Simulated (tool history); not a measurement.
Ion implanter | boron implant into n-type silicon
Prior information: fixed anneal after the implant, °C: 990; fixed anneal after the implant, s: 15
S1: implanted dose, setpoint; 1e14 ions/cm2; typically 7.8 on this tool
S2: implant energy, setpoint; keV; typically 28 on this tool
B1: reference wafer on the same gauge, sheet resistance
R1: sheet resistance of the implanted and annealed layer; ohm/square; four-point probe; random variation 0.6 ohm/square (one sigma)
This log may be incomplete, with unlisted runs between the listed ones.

run     day    S1    S2      B1      R1
  1       0   7.8    28   140.1  152.24
  2   0.254   7.8    28  140.04  151.92
  3   0.733   7.8    28  140.21  151.24
  4   1.083   7.8    28  139.91  151.53
  5   1.629   7.8    28  140.04  152.54
  6   2.038  8.38    24  139.99  144.72
  7    2.35  8.38    24  139.86  145.08
  8   2.629   6.3    28  139.99  181.09
  9   2.971   6.3    28  140.07  180.12
 10   3.358   6.3    28  139.99  182.93
 11   3.838  6.88  22.5  140.12  171.29
 12   4.567  6.88  22.5  139.84  173.13
 13   5.217   7.8    28  139.95  152.29
 14    5.65   7.8    28  139.89  152.09
 15   6.204   7.8    28  140.03  151.74
 16   6.638   7.8    28  140.07  153.62
      7.304  -- extraction supply calibrated
 17   7.325   7.8    28  139.93  153.62
 18   7.742   7.8    28  140.07   154.4
 19   8.333   7.8    36  139.78  151.22
 20   9.054   7.8    28  140.04  154.25
      9.171  -- gauge calibrated
 21   9.575  6.85  23.5  140.11  173.09
 22  10.033  6.91    24  140.05  173.26
 23  10.771  6.73  20.5  140.17  178.52
     11.204  -- Faraday cup replaced and dose calibrated
 24  11.225  8.91    34  139.91  128.81
 25  11.321   8.7    22  140.17  135.79
 26  12.062  10.1  22.5   140.1  119.95
 27  12.392  8.89  31.5  139.95   129.8
 28  12.842  9.36    28     140  125.31
 29  13.092   7.8    28  139.94  145.67
 30  13.621   7.8    28  139.94  145.63
 31  13.979  7.04  36.5  139.98  155.32
 32  14.558   7.8    28  140.13  145.71
 33  14.983   7.8    28  140.06  145.28
 34  15.371  5.73  34.5  139.87  184.42
 35  16.008  6.78    35  140.06  161.47
 36  16.658  8.71    31  139.97  132.57
 37  17.688   7.8    28  140.02  144.62

List, for all runs, the conditions of the tool that the log does not record:
deviation of the true energy from its setpoint, %: 0 in every run
gauge reads high (%): 0 in every run
H1: deviation of the true dose from the Faraday cup's reading, %
run     H1
  1  -4.04
  2  -4.09
  3  -4.18
  4  -4.25
  5  -4.35
  6  -4.43
  7   -4.5
  8  -4.55
  9  -4.62
 10   -4.7
 11   -4.8
 12  -4.95
 13  -5.09
 14  -5.18
 15  -5.31
 16   -5.4
 17  -5.56
 18  -5.65
 19  -5.79
 20  -5.96
 21  -6.09
 22   -6.2
 23  -6.38
 24  0.517
 25  0.517
 26  0.515
 27  0.513
 28  0.509
 29  0.507
 30    0.5
 31  0.495
 32  0.485
 33  0.476
 34  0.467
 35   0.45
 36  0.431
 37  0.396
